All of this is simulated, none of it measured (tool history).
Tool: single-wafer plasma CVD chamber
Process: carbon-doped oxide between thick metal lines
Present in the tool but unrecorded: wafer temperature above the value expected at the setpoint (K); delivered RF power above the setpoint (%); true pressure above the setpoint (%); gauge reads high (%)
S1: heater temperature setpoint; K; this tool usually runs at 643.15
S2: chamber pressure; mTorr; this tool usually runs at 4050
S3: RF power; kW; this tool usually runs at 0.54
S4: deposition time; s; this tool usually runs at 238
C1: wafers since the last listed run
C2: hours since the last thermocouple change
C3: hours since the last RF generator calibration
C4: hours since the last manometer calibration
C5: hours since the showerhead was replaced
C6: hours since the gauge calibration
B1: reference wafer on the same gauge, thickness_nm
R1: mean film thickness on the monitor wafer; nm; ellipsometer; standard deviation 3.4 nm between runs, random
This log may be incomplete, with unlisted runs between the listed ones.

run 1 hour=0 | S1=643.15 S2=4050 S3=0.54 S4=238 | C1=0 C2=1788.6 C3=1277.6 C4=2233.3 C5=6331.9 C6=1354 | B1=1142.953 | R1=1041.221
run 2 hour=40 | S1=643.15 S2=4050 S3=0.54 S4=238 | C1=377 C2=1828.6 C3=1317.6 C4=2273.3 C5=6371.9 C6=1394 | B1=1143.138 | R1=1038.191
run 3 hour=110.6 | S1=643.15 S2=4050 S3=0.54 S4=238 | C1=666 C2=1899.2 C3=1388.2 C4=2343.9 C5=6442.5 C6=1464.6 | B1=1141.709 | R1=1043.731
run 4 hour=161.8 | S1=643.15 S2=4050 S3=0.54 S4=238 | C1=483 C2=1950.4 C3=1439.4 C4=2395.1 C5=6493.7 C6=1515.8 | B1=1140.8 | R1=1036.577
run 5 hour=198.8 | S1=643.15 S2=4050 S3=0.54 S4=238 | C1=349 C2=1987.4 C3=1476.4 C4=2432.1 C5=6530.7 C6=1552.8 | B1=1140.112 | R1=1042.173
-- hour=225.6 showerhead replaced
run 6 hour=260.4 | S1=643.15 S2=4050 S3=0.54 S4=215 | C1=505 C2=2049 C3=1538 C4=2493.7 C5=34.8 C6=1614.4 | B1=1140.821 | R1=939.207
run 7 hour=322 | S1=643.15 S2=4050 S3=0.54 S4=215 | C1=581 C2=2110.6 C3=1599.6 C4=2555.3 C5=96.4 C6=1676 | B1=1138.909 | R1=937.575
run 8 hour=357.8 | S1=643.15 S2=4050 S3=0.54 S4=238 | C1=337 C2=2146.4 C3=1635.4 C4=2591.1 C5=132.2 C6=1711.8 | B1=1138.837 | R1=1035.524
run 9 hour=400.5 | S1=643.15 S2=4050 S3=0.54 S4=238 | C1=402 C2=2189.1 C3=1678.1 C4=2633.8 C5=174.9 C6=1754.5 | B1=1137.934 | R1=1041.978
run 10 hour=453.9 | S1=643.15 S2=4050 S3=0.54 S4=215 | C1=503 C2=2242.5 C3=1731.5 C4=2687.2 C5=228.3 C6=1807.9 | B1=1136.885 | R1=931.381
-- hour=511.5 thermocouple changed; heater temperature recalibrated
run 11 hour=512 | S1=635.15 S2=4050 S3=0.54 S4=196 | C1=472 C2=0.5 C3=1789.6 C4=2745.3 C5=286.4 C6=1866 | B1=1137.287 | R1=872.537
run 12 hour=569.5 | S1=643.15 S2=4050 S3=0.54 S4=238 | C1=542 C2=58 C3=1847.1 C4=2802.8 C5=343.9 C6=1923.5 | B1=1134.915 | R1=1033.453
-- hour=587.6 RF generator calibrated
-- hour=596.1 capacitance manometer re-zeroed and calibrated
run 13 hour=599.9 | S1=654.15 S2=4050 S3=0.54 S4=238 | C1=135 C2=88.4 C3=12.3 C4=3.8 C5=374.3 C6=1953.9 | B1=1135.483 | R1=1013.818
run 14 hour=642.4 | S1=636.15 S2=4050 S3=0.54 S4=238 | C1=401 C2=130.9 C3=54.8 C4=46.3 C5=416.8 C6=1996.4 | B1=1133.454 | R1=1045.614
run 15 hour=688.7 | S1=648.15 S2=4050 S3=0.54 S4=238 | C1=436 C2=177.2 C3=101.1 C4=92.6 C5=463.1 C6=2042.7 | B1=1132.896 | R1=1030.73
run 16 hour=746.5 | S1=643.15 S2=3460 S3=0.54 S4=238 | C1=545 C2=235 C3=158.9 C4=150.4 C5=520.9 C6=2100.5 | B1=1132.683 | R1=1019.056
run 17 hour=816.9 | S1=643.15 S2=4050 S3=0.54 S4=238 | C1=664 C2=305.4 C3=229.3 C4=220.8 C5=591.3 C6=2170.9 | B1=1132.317 | R1=1037.813
run 18 hour=888.9 | S1=636.15 S2=3290 S3=0.505 S4=192 | C1=679 C2=377.4 C3=301.3 C4=292.8 C5=663.3 C6=2242.9 | B1=1129.987 | R1=798.92
run 19 hour=918.6 | S1=643.15 S2=4880 S3=0.58 S4=212 | C1=280 C2=407.1 C3=331 C4=322.5 C5=693 C6=2272.6 | B1=1129.675 | R1=973.16
run 20 hour=978 | S1=649.15 S2=4050 S3=0.59 S4=238 | C1=560 C2=466.5 C3=390.4 C4=381.9 C5=752.4 C6=2332 | B1=1130.193 | R1=1061.854
run 21 hour=1043.2 | S1=650.15 S2=4880 S3=0.54 S4=213 | C1=615 C2=531.7 C3=455.6 C4=447.1 C5=817.6 C6=2397.2 | B1=1127.401 | R1=931.006
run 22 hour=1217 | S1=636.15 S2=4640 S3=0.475 S4=238 | C1=1640 C2=705.5 C3=629.4 C4=620.9 C5=991.4 C6=2571 | B1=1124.641 | R1=991.468
-- hour=1258.8 gauge calibrated
run 23 hour=1350.6 | S1=652.15 S2=3170 S3=0.61 S4=196 | C1=1260 C2=839.1 C3=763 C4=754.5 C5=1125 C6=91.8 | B1=1148.242 | R1=883.625
run 24 hour=1472 | S1=633.15 S2=4050 S3=0.495 S4=238 | C1=1145 C2=960.5 C3=884.4 C4=875.9 C5=1246.4 C6=213.2 | B1=1147.513 | R1=1020.316
run 25 hour=1497.5 | S1=649.15 S2=4050 S3=0.59 S4=238 | C1=240 C2=986 C3=909.9 C4=901.4 C5=1271.9 C6=238.7 | B1=1147.283 | R1=1082.697
run 26 hour=1562.5 | S1=643.15 S2=4050 S3=0.54 S4=238 | C1=613 C2=1051 C3=974.9 C4=966.4 C5=1336.9 C6=303.7 | B1=1147.103 | R1=1048.235
run 27 hour=1630.3 | S1=631.15 S2=3700 S3=0.485 S4=238 | C1=639 C2=1118.8 C3=1042.7 C4=1034.2 C5=1404.7 C6=371.5 | B1=1146.875 | R1=1007.29
run 28 hour=1697.9 | S1=652.15 S2=3450 S3=0.54 S4=238 | C1=637 C2=1186.4 C3=1110.3 C4=1101.8 C5=1472.3 C6=439.1 | B1=1146.342 | R1=1018.071
run 29 hour=1748.4 | S1=652.15 S2=3170 S3=0.61 S4=196 | C1=476 C2=1236.9 C3=1160.8 C4=1152.3 C5=1522.8 C6=489.6 | B1=1147.152 | R1=882.945

Below are 3 alternative next runs, each starting from the tool's condition after run 29. Predict each:
run A hour=1748.9 | S1=643.15 S2=4050 S3=0.54 S4=238 | C1=4 C2=1237.4 C3=1161.3 C4=1152.8 C5=1523.3 C6=490.1 | B1=? | R1=?
run B hour=1748.9 | S1=648.15 S2=4490 S3=0.54 S4=212 | C1=4 C2=1237.4 C3=1161.3 C4=1152.8 C5=1523.3 C6=490.1 | B1=? | R1=?
run C hour=1748.9 | S1=638.15 S2=4050 S3=0.61 S4=238 | C1=4 C2=1237.4 C3=1161.3 C4=1152.8 C5=1523.3 C6=490.1 | B1=? | R1=?

run=A B1=1145.295 R1=1051.841
run=B B1=1145.295 R1=940.403
run=C B1=1145.295 R1=1132.757
With no hidden state in the tool, these same runs would have given:
run=A R1=1055.069
run=B R1=943.289
run=C R1=1136.233
